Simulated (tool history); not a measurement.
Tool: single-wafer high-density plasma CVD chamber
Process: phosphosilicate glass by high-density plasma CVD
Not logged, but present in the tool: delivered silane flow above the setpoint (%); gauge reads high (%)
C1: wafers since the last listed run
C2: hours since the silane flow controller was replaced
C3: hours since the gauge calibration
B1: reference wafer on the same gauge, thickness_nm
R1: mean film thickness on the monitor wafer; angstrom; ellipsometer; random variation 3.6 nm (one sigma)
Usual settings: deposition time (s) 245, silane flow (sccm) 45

{"run": 1, "hour": 0.0, "deposition time (s)": 284, "silane flow (sccm)": 45, "C1": 0, "C2": 2973.3, "C3": 479.8, "B1": 959.774, "R1": 13154.65}
{"run": 2, "hour": 28.0, "deposition time (s)": 284, "silane flow (sccm)": 45, "C1": 150, "C2": 3001.3, "C3": 507.8, "B1": 961.085, "R1": 13190.08}
{"run": 3, "hour": 63.8, "deposition time (s)": 284, "silane flow (sccm)": 45, "C1": 192, "C2": 3037.1, "C3": 543.6, "B1": 959.445, "R1": 13085.49}
{"run": 4, "hour": 96.2, "deposition time (s)": 220, "silane flow (sccm)": 40, "C1": 174, "C2": 3069.5, "C3": 576, "B1": 958.314, "R1": 9179.08}
{"run": 5, "hour": 138.5, "deposition time (s)": 220, "silane flow (sccm)": 40, "C1": 227, "C2": 3111.8, "C3": 618.3, "B1": 958.998, "R1": 9203.72}
{"run": 6, "hour": 162.6, "deposition time (s)": 245, "silane flow (sccm)": 45, "C1": 129, "C2": 3135.9, "C3": 642.4, "B1": 960.64, "R1": 11419.24}
{"run": 7, "hour": 304.0, "deposition time (s)": 245, "silane flow (sccm)": 45, "C1": 762, "C2": 3277.3, "C3": 783.8, "B1": 960.587, "R1": 11342.87}
{"run": 8, "hour": 350.9, "deposition time (s)": 245, "silane flow (sccm)": 45, "C1": 252, "C2": 3324.2, "C3": 830.7, "B1": 960.566, "R1": 11427.49}
{"run": 9, "hour": 412.7, "deposition time (s)": 230, "silane flow (sccm)": 45, "C1": 333, "C2": 3386, "C3": 892.5, "B1": 959.334, "R1": 10697.08}
{"run": 10, "hour": 481.1, "deposition time (s)": 230, "silane flow (sccm)": 45, "C1": 368, "C2": 3454.4, "C3": 960.9, "B1": 961.603, "R1": 10753.58}
{"run": 11, "hour": 547.9, "deposition time (s)": 230, "silane flow (sccm)": 45, "C1": 360, "C2": 3521.2, "C3": 1027.7, "B1": 960.143, "R1": 10736.51}
{"run": 12, "hour": 581.9, "deposition time (s)": 245, "silane flow (sccm)": 45, "C1": 183, "C2": 3555.2, "C3": 1061.7, "B1": 959.168, "R1": 11386.16}
{"hour": 612.2, "done": "gauge calibrated"}
{"run": 13, "hour": 645.8, "deposition time (s)": 278, "silane flow (sccm)": 45, "C1": 344, "C2": 3619.1, "C3": 33.6, "B1": 961.047, "R1": 12966.22}
{"run": 14, "hour": 711.5, "deposition time (s)": 278, "silane flow (sccm)": 45, "C1": 354, "C2": 3684.8, "C3": 99.3, "B1": 961.092, "R1": 12965.72}
{"run": 15, "hour": 761.2, "deposition time (s)": 245, "silane flow (sccm)": 45, "C1": 267, "C2": 3734.5, "C3": 149, "B1": 960.996, "R1": 11424.97}
{"run": 16, "hour": 805.0, "deposition time (s)": 265, "silane flow (sccm)": 45, "C1": 236, "C2": 3778.3, "C3": 192.8, "B1": 959.872, "R1": 12358.14}
{"run": 17, "hour": 867.7, "deposition time (s)": 245, "silane flow (sccm)": 45, "C1": 337, "C2": 3841, "C3": 255.5, "B1": 959.26, "R1": 11416.23}
{"hour": 988.5, "done": "silane flow controller replaced"}
{"run": 18, "hour": 1063.1, "deposition time (s)": 262, "silane flow (sccm)": 53, "C1": 1010, "C2": 74.6, "C3": 450.9, "B1": 959.993, "R1": 13201.98}

Forecast run 19:
{"run": 19, "hour": 1113.3, "deposition time (s)": 287, "silane flow (sccm)": 50, "C1": 270, "C2": 124.8, "C3": 501.1, "B1": "?", "R1": "?"}

For run 19 the tool returned B1 960.296, R1 13709.09 angstrom.
Were there no unlogged condition in the tool, this run, its random variation unchanged, would have produced R1 14403.95 angstrom.
